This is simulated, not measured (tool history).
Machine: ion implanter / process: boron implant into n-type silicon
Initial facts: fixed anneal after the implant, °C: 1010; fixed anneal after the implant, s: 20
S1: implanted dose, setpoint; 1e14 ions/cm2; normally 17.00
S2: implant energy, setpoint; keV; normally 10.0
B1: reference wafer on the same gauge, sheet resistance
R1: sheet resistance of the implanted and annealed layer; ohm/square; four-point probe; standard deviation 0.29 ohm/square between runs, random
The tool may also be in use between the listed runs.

run   hour     S1    S2     B1      R1
  1    0.0  14.62  12.0  88.69   98.29
  2   62.4  14.62  12.0  88.47   97.63
  3  120.6  14.62  12.0  88.19   98.00
  4  156.1  18.15   9.0  88.06  100.62
  5  186.7  18.15   9.0  87.98  100.53
  6  223.5  17.00  10.0  87.73   98.29
  7  271.6  17.00  10.0  87.52   97.69
  8  323.9  15.06  10.0  87.27  101.53
     350.1  -- extraction supply calibrated
  9  362.4  18.15   9.0  87.05   99.63
 10  422.8  17.00  11.5  86.70   91.16
 11  454.7  17.00   7.5  86.50  109.81
     479.7  -- gauge calibrated
     494.0  -- Faraday cup replaced and dose calibrated
 12  669.5  19.12  13.5  89.84   84.44
 13  801.5  17.00  10.0  89.57   99.53
 14  848.5  19.54   7.5  89.45  110.39
 15  898.3  18.59   8.5  89.32  104.43
     970.7  -- Faraday cup replaced and dose calibrated
 16  971.2  17.00  10.0  89.07   99.19

Branching from run 16: 4 alternative next runs. What would each branch give?
  A  971.6  20.40  10.0   ?   ?
  B  971.6  19.96   8.5   ?   ?
  C  971.6  20.23  11.5   ?   ?
  D  971.6  17.00  13.0   ?   ?

run     B1      R1
  A  89.10   94.18
  B  89.10  102.64
  C  89.10   88.15
  D  89.10   89.03
Without the tool's unlogged condition, the same runs would have read:
run      R1
  A   94.69
  B  103.20
  C   88.64
  D   89.52
